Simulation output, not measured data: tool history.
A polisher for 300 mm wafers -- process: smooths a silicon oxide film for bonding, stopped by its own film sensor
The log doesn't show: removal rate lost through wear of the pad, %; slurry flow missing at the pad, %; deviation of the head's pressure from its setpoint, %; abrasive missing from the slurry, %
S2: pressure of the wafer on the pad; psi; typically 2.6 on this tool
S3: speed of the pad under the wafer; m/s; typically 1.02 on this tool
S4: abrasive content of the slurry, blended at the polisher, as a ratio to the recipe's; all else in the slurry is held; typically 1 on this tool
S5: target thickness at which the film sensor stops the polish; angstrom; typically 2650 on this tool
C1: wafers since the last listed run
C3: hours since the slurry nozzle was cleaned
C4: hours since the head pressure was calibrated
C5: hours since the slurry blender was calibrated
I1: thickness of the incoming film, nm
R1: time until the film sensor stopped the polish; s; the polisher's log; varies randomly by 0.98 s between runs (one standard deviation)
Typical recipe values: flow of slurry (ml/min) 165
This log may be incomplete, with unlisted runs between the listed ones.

run 1 hour=0 | flow_of_slurry_(ml/min)=165 S2=2.6 S3=1.02 S4=1 S5=2650 | C1=0 wafers_polished_on_this_pad=289 C3=427 C4=888.4 C5=149.4 | I1=340.9 | R1=83.6
run 2 hour=19.7 | flow_of_slurry_(ml/min)=165 S2=2.6 S3=1.02 S4=1 S5=2650 | C1=134 wafers_polished_on_this_pad=424 C3=446.7 C4=908.1 C5=169.1 | I1=334 | R1=77.3
run 3 hour=33.8 | flow_of_slurry_(ml/min)=165 S2=2.6 S3=1.02 S4=1 S5=2650 | C1=96 wafers_polished_on_this_pad=520 C3=460.8 C4=922.2 C5=183.2 | I1=332.5 | R1=75.2
run 4 hour=52.4 | flow_of_slurry_(ml/min)=165 S2=2.6 S3=1.02 S4=1 S5=2650 | C1=127 wafers_polished_on_this_pad=647 C3=479.4 C4=940.8 C5=201.8 | I1=343.4 | R1=86.4
run 5 hour=74.4 | flow_of_slurry_(ml/min)=165 S2=2.6 S3=1.02 S4=1 S5=2650 | C1=150 wafers_polished_on_this_pad=798 C3=501.4 C4=962.8 C5=223.8 | I1=344.9 | R1=89.3
run 6 hour=101.5 | flow_of_slurry_(ml/min)=195 S2=2.6 S3=1.1 S4=1 S5=2650 | C1=185 wafers_polished_on_this_pad=983 C3=528.5 C4=989.9 C5=250.9 | I1=342.2 | R1=79.2
-- hour=112.3 slurry blender recalibrated
run 7 hour=124.6 | flow_of_slurry_(ml/min)=195 S2=2.6 S3=1.1 S4=1 S5=2650 | C1=144 wafers_polished_on_this_pad=1127 C3=551.6 C4=1013 C5=12.3 | I1=336.3 | R1=72.6
run 8 hour=145.8 | flow_of_slurry_(ml/min)=195 S2=2.6 S3=1.1 S4=1 S5=2650 | C1=144 wafers_polished_on_this_pad=1272 C3=572.8 C4=1034.2 C5=33.5 | I1=341.6 | R1=78.4
-- hour=157.3 worn pad replaced by a new one
run 9 hour=252.3 | flow_of_slurry_(ml/min)=165 S2=2.6 S3=1.02 S4=1 S5=2650 | C1=700 wafers_polished_on_this_pad=649 C3=679.3 C4=1140.7 C5=140 | I1=337.9 | R1=79.6
run 10 hour=284.1 | flow_of_slurry_(ml/min)=165 S2=2.6 S3=1.02 S4=1 S5=2650 | C1=217 wafers_polished_on_this_pad=867 C3=711.1 C4=1172.5 C5=171.8 | I1=339.2 | R1=82.4
run 11 hour=302.8 | flow_of_slurry_(ml/min)=165 S2=2.6 S3=1.02 S4=1 S5=2650 | C1=127 wafers_polished_on_this_pad=995 C3=729.8 C4=1191.2 C5=190.5 | I1=346 | R1=87.2
run 12 hour=317.5 | flow_of_slurry_(ml/min)=165 S2=2.6 S3=1.02 S4=1 S5=2650 | C1=100 wafers_polished_on_this_pad=1095 C3=744.5 C4=1205.9 C5=205.2 | I1=341.9 | R1=85.4
-- hour=331.4 slurry blender recalibrated
run 13 hour=336 | flow_of_slurry_(ml/min)=165 S2=2.6 S3=1.02 S4=1 S5=2650 | C1=112 wafers_polished_on_this_pad=1208 C3=763 C4=1224.4 C5=4.6 | I1=338.9 | R1=83.7
-- hour=361.2 worn pad replaced by a new one
-- hour=404.3 head pressure recalibrated
-- hour=421.5 slurry nozzle cleaned
run 14 hour=431.4 | flow_of_slurry_(ml/min)=165 S2=2.6 S3=1.02 S4=1 S5=2650 | C1=604 wafers_polished_on_this_pad=459 C3=9.9 C4=27.1 C5=100 | I1=338.1 | R1=80.9
run 15 hour=450.4 | flow_of_slurry_(ml/min)=165 S2=2.6 S3=1.02 S4=0.8 S5=2650 | C1=129 wafers_polished_on_this_pad=589 C3=28.9 C4=46.1 C5=119 | I1=340.9 | R1=93.5
run 16 hour=470.7 | flow_of_slurry_(ml/min)=165 S2=2.1 S3=1.36 S4=1 S5=2500 | C1=138 wafers_polished_on_this_pad=728 C3=49.2 C4=66.4 C5=139.3 | I1=339.7 | R1=101.4
run 17 hour=504.1 | flow_of_slurry_(ml/min)=110 S2=2.3 S3=1.02 S4=1 S5=2650 | C1=228 wafers_polished_on_this_pad=956 C3=82.6 C4=99.8 C5=172.7 | I1=336.7 | R1=97.2

The next listed run, before its measurement:
run 18 hour=537.9 | flow_of_slurry_(ml/min)=165 S2=2.6 S3=1.02 S4=1.2 S5=2650 | C1=231 wafers_polished_on_this_pad=1187 C3=116.4 C4=133.6 C5=206.5 | I1=337.7 | R1=?

{"run 18": {"R1": 73}}
Minus the tool's unlogged condition, the same run would have read R1 73 s.
